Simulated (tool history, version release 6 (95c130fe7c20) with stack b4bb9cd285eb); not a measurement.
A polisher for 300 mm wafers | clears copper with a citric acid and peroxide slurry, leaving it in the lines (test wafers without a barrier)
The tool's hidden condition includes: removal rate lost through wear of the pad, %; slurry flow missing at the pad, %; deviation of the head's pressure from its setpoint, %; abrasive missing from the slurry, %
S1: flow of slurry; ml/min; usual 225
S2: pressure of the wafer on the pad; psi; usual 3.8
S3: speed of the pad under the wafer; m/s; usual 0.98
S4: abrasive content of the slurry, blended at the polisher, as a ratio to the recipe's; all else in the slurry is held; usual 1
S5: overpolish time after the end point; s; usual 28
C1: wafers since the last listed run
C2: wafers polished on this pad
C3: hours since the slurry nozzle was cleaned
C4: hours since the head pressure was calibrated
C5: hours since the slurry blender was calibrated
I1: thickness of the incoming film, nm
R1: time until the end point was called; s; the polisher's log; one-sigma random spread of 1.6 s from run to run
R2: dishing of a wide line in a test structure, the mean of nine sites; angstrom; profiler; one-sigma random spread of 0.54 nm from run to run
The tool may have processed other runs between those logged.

Run 1, day 0: usual settings; C1 0; C2 183; C3 311.3; C4 939; C5 48.2; I1 247.6. Result: R1 112.4 s, R2 460 angstrom.
Run 2, day 0.462: usual settings but S3 0.88 m/s, S4 0.8; C1 59; C2 243; C3 322.4; C4 950.1; C5 59.3; I1 251.1. Result: R1 134.4 s, R2 388 angstrom.
Run 3, day 0.733: usual settings but S3 0.88 m/s, S4 0.8; C1 34; C2 278; C3 328.9; C4 956.6; C5 65.8; I1 255.2. Result: R1 134.4 s, R2 393 angstrom.
Run 4, day 1.3: usual settings; C1 73; C2 351; C3 342.5; C4 970.2; C5 79.4; I1 253.4. Result: R1 115 s, R2 459 angstrom.
Run 5, day 1.762: usual settings; C1 59; C2 411; C3 353.6; C4 981.3; C5 90.5; I1 251. Result: R1 111.7 s, R2 460 angstrom.
Run 6, day 2.05: usual settings; C1 37; C2 448; C3 360.5; C4 988.2; C5 97.4; I1 248. Result: R1 111.4 s, R2 460 angstrom.
Run 7, day 2.321: usual settings; C1 34; C2 483; C3 367; C4 994.7; C5 103.9; I1 245.4. Result: R1 111.1 s, R2 457 angstrom.
At day 3.079: worn pad replaced by a new one.
Run 8, day 3.1: usual settings; C1 78; C2 2; C3 385.7; C4 1013.4; C5 122.6; I1 249. Result: R1 111.6 s, R2 467 angstrom.
Run 9, day 3.171: usual settings but S2 4.5 psi, S3 1.16 m/s; C1 9; C2 11; C3 387.4; C4 1015.1; C5 124.3; I1 249.1. Result: R1 82.9 s, R2 577 angstrom.
Run 10, day 3.812: usual settings; C1 82; C2 94; C3 402.8; C4 1030.5; C5 139.7; I1 254.4. Result: R1 116.4 s, R2 452 angstrom.
Run 11, day 4.362: usual settings but S3 1.28 m/s, S4 0.75, S5 38 s; C1 70; C2 165; C3 416; C4 1043.7; C5 152.9; I1 245.5. Result: R1 92.9 s, R2 682 angstrom.
Run 12, day 4.821: usual settings but S1 245 ml/min, S2 5.1 psi, S3 0.88 m/s, S4 0.75; C1 59; C2 224; C3 427; C4 1054.7; C5 163.9; I1 244.9. Result: R1 110.5 s, R2 470 angstrom.
Run 13, day 5.175: usual settings but S2 4.4 psi, S4 0.85; C1 45; C2 269; C3 435.5; C4 1063.2; C5 172.4; I1 255.6. Result: R1 110.8 s, R2 479 angstrom.
At day 5.708: head pressure recalibrated.
Run 14, day 5.729: usual settings; C1 60; C2 330; C3 448.8; C4 0.5; C5 185.7; I1 248.3. Result: R1 114.4 s, R2 450 angstrom.
Run 15, day 5.967: usual settings but S3 0.66 m/s, S4 1.2; C1 30; C2 361; C3 454.5; C4 6.2; C5 191.4; I1 249.8. Result: R1 158.8 s, R2 344 angstrom.
Run 16, day 6.546: usual settings; C1 74; C2 435; C3 468.4; C4 20.1; C5 205.3; I1 250.2. Result: R1 111.1 s, R2 449 angstrom.
At day 7.017: worn pad replaced by a new one.
Run 17, day 7.038: usual settings but S1 170 ml/min, S4 1.3; C1 41; C2 2; C3 480.2; C4 31.9; C5 217.1; I1 251.4. Result: R1 108.2 s, R2 477 angstrom.
Run 18, day 7.175: usual settings; C1 17; C2 20; C3 483.5; C4 35.2; C5 220.4; I1 246.4. Result: R1 110.9 s, R2 454 angstrom.
At day 7.517: slurry nozzle cleaned.
Run 19, day 7.538: usual settings but S1 295 ml/min, S2 2.7 psi, S3 0.68 m/s, S5 19 s; C1 41; C2 62; C3 0.5; C4 43.9; C5 229.1; I1 246.7. Result: R1 188.1 s, R2 195 angstrom.
Run 20, day 7.896: usual settings but S1 175 ml/min; C1 46; C2 108; C3 9.1; C4 52.5; C5 237.7; I1 249.8. Result: R1 115.7 s, R2 434 angstrom.
Run 21, day 8.396: usual settings but S2 2.9 psi, S3 1.3 m/s; C1 64; C2 172; C3 21.1; C4 64.5; C5 249.7; I1 248.1. Result: R1 101.6 s, R2 491 angstrom.
Run 22, day 8.938: usual settings but S1 170 ml/min, S2 4.9 psi, S3 1.32 m/s; C1 69; C2 242; C3 34.1; C4 77.5; C5 262.7; I1 246.6. Result: R1 69.8 s, R2 659 angstrom.
At day 9.158: slurry blender recalibrated.
Run 23, day 9.529: usual settings but S3 0.74 m/s, S4 0.8, S5 36 s; C1 65; C2 308; C3 48.3; C4 91.7; C5 8.9; I1 247.3. Result: R1 159.1 s, R2 420 angstrom.
Run 24, day 10.208: usual settings but S3 1.1 m/s, S4 0.8, S5 41 s; C1 87; C2 395; C3 64.6; C4 108; C5 25.2; I1 247.9. Result: R1 105.8 s, R2 662 angstrom.
Run 25, day 10.725: usual settings but S3 0.74 m/s; C1 66; C2 462; C3 77; C4 120.4; C5 37.6; I1 248.9. Result: R1 152.2 s, R2 360 angstrom.
Run 26, day 11.129: usual settings but S2 4.9 psi, S3 0.68 m/s, S4 1.15; C1 52; C2 514; C3 86.7; C4 130.1; C5 47.3; I1 253.4. Result: R1 133.3 s, R2 414 angstrom.
At day 11.35: worn pad replaced by a new one.
Run 27, day 11.8: usual settings but S1 155 ml/min; C1 64; C2 58; C3 102.8; C4 146.2; C5 63.4; I1 247.9. Result: R1 119.4 s, R2 436 angstrom.
Run 28, day 12.379: usual settings but S5 15 s; C1 74; C2 132; C3 116.7; C4 160.1; C5 77.3; I1 249.6. Result: R1 112 s, R2 256 angstrom.
Run 29, day 13.042: usual settings but S2 4.2 psi, S5 22 s; C1 85; C2 218; C3 132.6; C4 176; C5 93.2; I1 249.5. Result: R1 106.4 s, R2 395 angstrom.
Run 30, day 13.521: usual settings but S3 1.1 m/s, S5 39 s; C1 61; C2 279; C3 144.1; C4 187.5; C5 104.7; I1 252.3. Result: R1 101.6 s, R2 674 angstrom.

What was the tool's hidden state at every run in the log?
removal rate lost through wear of the pad, %: 0 on each run
slurry flow missing at the pad, %: 0 on each run
deviation of the head's pressure from its setpoint, %: 0 on each run
abrasive missing from the slurry, %: 0 on each run
